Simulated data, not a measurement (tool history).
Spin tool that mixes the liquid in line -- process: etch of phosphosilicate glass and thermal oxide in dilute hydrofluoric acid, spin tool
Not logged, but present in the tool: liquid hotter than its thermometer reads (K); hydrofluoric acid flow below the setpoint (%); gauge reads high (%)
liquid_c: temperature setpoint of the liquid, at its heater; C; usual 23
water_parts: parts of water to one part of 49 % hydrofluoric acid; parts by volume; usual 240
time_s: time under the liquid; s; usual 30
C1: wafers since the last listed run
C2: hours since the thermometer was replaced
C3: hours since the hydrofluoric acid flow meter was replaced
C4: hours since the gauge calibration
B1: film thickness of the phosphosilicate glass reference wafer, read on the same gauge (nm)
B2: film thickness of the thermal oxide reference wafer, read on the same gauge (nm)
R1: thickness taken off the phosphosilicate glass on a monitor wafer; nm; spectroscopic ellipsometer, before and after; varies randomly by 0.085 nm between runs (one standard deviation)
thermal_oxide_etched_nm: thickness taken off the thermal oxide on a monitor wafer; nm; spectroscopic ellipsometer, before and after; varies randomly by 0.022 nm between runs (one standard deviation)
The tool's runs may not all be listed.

Run 1, day 0: usual settings but water_parts 190 parts by volume; C1 0; C2 1784.1; C3 43.9; C4 24.1; B1 30; B2 129.982. Result: R1 20.78 nm, thermal_oxide_etched_nm 0.63 nm.
Run 2, day 0.604: usual settings; C1 127; C2 1798.6; C3 58.4; C4 38.6; B1 30.02; B2 130.012. Result: R1 15.51 nm, thermal_oxide_etched_nm 0.452 nm.
At day 2.333: thermometer replaced.
Run 3, day 2.775: usual settings; C1 450; C2 10.6; C3 110.5; C4 90.7; B1 30.02; B2 130.013. Result: R1 14.5 nm, thermal_oxide_etched_nm 0.443 nm.
Run 4, day 3.179: usual settings but liquid_c 20.5 C; C1 85; C2 20.3; C3 120.2; C4 100.4; B1 30.05; B2 130.031. Result: R1 13.28 nm, thermal_oxide_etched_nm 0.404 nm.
Run 5, day 3.788: usual settings; C1 128; C2 34.9; C3 134.8; C4 115; B1 30.03; B2 129.958. Result: R1 14.35 nm, thermal_oxide_etched_nm 0.446 nm.
Run 6, day 4.133: usual settings; C1 73; C2 43.2; C3 143.1; C4 123.3; B1 29.98; B2 129.991. Result: R1 14.52 nm, thermal_oxide_etched_nm 0.463 nm.
Run 7, day 4.596: usual settings but liquid_c 26 C, water_parts 305 parts by volume; C1 97; C2 54.3; C3 154.2; C4 134.4; B1 30.03; B2 129.96. Result: R1 11.92 nm, thermal_oxide_etched_nm 0.345 nm.
Run 8, day 5.129: usual settings but time_s 45 s; C1 112; C2 67.1; C3 167; C4 147.2; B1 30.01; B2 130.028. Result: R1 21.7 nm, thermal_oxide_etched_nm 0.714 nm.
Run 9, day 5.4: usual settings; C1 57; C2 73.6; C3 173.5; C4 153.7; B1 29.97; B2 129.985. Result: R1 14.34 nm, thermal_oxide_etched_nm 0.436 nm.
Run 10, day 6.008: usual settings but liquid_c 25 C, water_parts 150 parts by volume, time_s 15 s; C1 128; C2 88.2; C3 188.1; C4 168.3; B1 30.04; B2 130.006. Result: R1 13.7 nm, thermal_oxide_etched_nm 0.42 nm.
Run 11, day 6.45: usual settings but liquid_c 19 C, time_s 45 s; C1 93; C2 98.8; C3 198.7; C4 178.9; B1 30.01; B2 129.98. Result: R1 18.52 nm, thermal_oxide_etched_nm 0.575 nm.
Run 12, day 7.008: usual settings; C1 118; C2 112.2; C3 212.1; C4 192.3; B1 29.99; B2 129.982. Result: R1 14.46 nm, thermal_oxide_etched_nm 0.448 nm.
Run 13, day 7.746: usual settings but liquid_c 26 C, time_s 50 s; C1 156; C2 129.9; C3 229.8; C4 210; B1 29.98; B2 129.995. Result: R1 26.69 nm, thermal_oxide_etched_nm 0.875 nm.
Run 14, day 8.008: usual settings; C1 55; C2 136.2; C3 236.1; C4 216.3; B1 29.99; B2 129.947. Result: R1 14.33 nm, thermal_oxide_etched_nm 0.481 nm.
Run 15, day 8.304: usual settings but liquid_c 20 C, time_s 50 s; C1 62; C2 143.3; C3 243.2; C4 223.4; B1 30.01; B2 129.97. Result: R1 21.55 nm, thermal_oxide_etched_nm 0.661 nm.
Run 16, day 8.642: usual settings but liquid_c 24.5 C; C1 71; C2 151.4; C3 251.3; C4 231.5; B1 29.98; B2 129.962. Result: R1 15.13 nm, thermal_oxide_etched_nm 0.496 nm.
Run 17, day 8.942: usual settings but water_parts 335 parts by volume; C1 63; C2 158.6; C3 258.5; C4 238.7; B1 29.99; B2 129.955. Result: R1 9.45 nm, thermal_oxide_etched_nm 0.316 nm.
Run 18, day 9.55: usual settings but liquid_c 19.5 C, water_parts 180 parts by volume, time_s 45 s; C1 128; C2 173.2; C3 273.1; C4 253.3; B1 30; B2 129.991. Result: R1 26.82 nm, thermal_oxide_etched_nm 0.802 nm.
Run 19, day 9.85: usual settings but water_parts 205 parts by volume, time_s 25 s; C1 63; C2 180.4; C3 280.3; C4 260.5; B1 30.01; B2 130.008. Result: R1 14.63 nm, thermal_oxide_etched_nm 0.433 nm.
Run 20, day 10.608: usual settings; C1 160; C2 198.6; C3 298.5; C4 278.7; B1 30; B2 130.017. Result: R1 14.36 nm, thermal_oxide_etched_nm 0.419 nm.
Run 21, day 11.212: usual settings but liquid_c 18.5 C, water_parts 295 parts by volume, time_s 35 s; C1 127; C2 213.1; C3 313; C4 293.2; B1 30.02; B2 130.034. Result: R1 10.84 nm, thermal_oxide_etched_nm 0.331 nm.
Run 22, day 11.904: usual settings but water_parts 155 parts by volume; C1 146; C2 229.7; C3 329.6; C4 309.8; B1 30.03; B2 129.931. Result: R1 24.35 nm, thermal_oxide_etched_nm 0.766 nm.
Run 23, day 12.379: usual settings but liquid_c 20 C, water_parts 290 parts by volume, time_s 40 s; C1 100; C2 241.1; C3 341; C4 321.2; B1 29.97; B2 130.01. Result: R1 13.6 nm, thermal_oxide_etched_nm 0.441 nm.
Run 24, day 12.775: usual settings but liquid_c 18.5 C, time_s 15 s; C1 83; C2 250.6; C3 350.5; C4 330.7; B1 29.97; B2 129.984. Result: R1 6.1 nm, thermal_oxide_etched_nm 0.2 nm.
Run 25, day 13.079: usual settings but liquid_c 20.5 C, water_parts 280 parts by volume, time_s 15 s; C1 64; C2 257.9; C3 357.8; C4 338; B1 30; B2 130.029. Result: R1 5.39 nm, thermal_oxide_etched_nm 0.171 nm.
Run 26, day 13.75: usual settings but liquid_c 24.5 C, water_parts 145 parts by volume, time_s 45 s; C1 141; C2 274; C3 373.9; C4 354.1; B1 29.99; B2 129.996. Result: R1 42.24 nm, thermal_oxide_etched_nm 1.336 nm.

How would selected steps in R1 from run to run divide? Give the signed amount a tool lacking its hidden state would still show from settings, what came in and random variation, and the signed amount left for the hidden state, including any gauge scatter that is not in both of the compared results.
Run 1 -> 2: water_parts 190 -> 240. R1 -5.27 nm: hidden state -0.46, all else -4.81.
Run 2 -> 3: thermometer replaced. R1 -1.01 nm: hidden state -1.09, all else +0.08.
Run 17 -> 18: liquid_c 23 -> 19.5, water_parts 335 -> 180, time_s 30 -> 45. R1 +17.37 nm: hidden state +0.11, all else +17.26.
Run 25 -> 26: liquid_c 20.5 -> 24.5, water_parts 280 -> 145, time_s 15 -> 45. R1 +36.85 nm: hidden state +0.04, all else +36.81.

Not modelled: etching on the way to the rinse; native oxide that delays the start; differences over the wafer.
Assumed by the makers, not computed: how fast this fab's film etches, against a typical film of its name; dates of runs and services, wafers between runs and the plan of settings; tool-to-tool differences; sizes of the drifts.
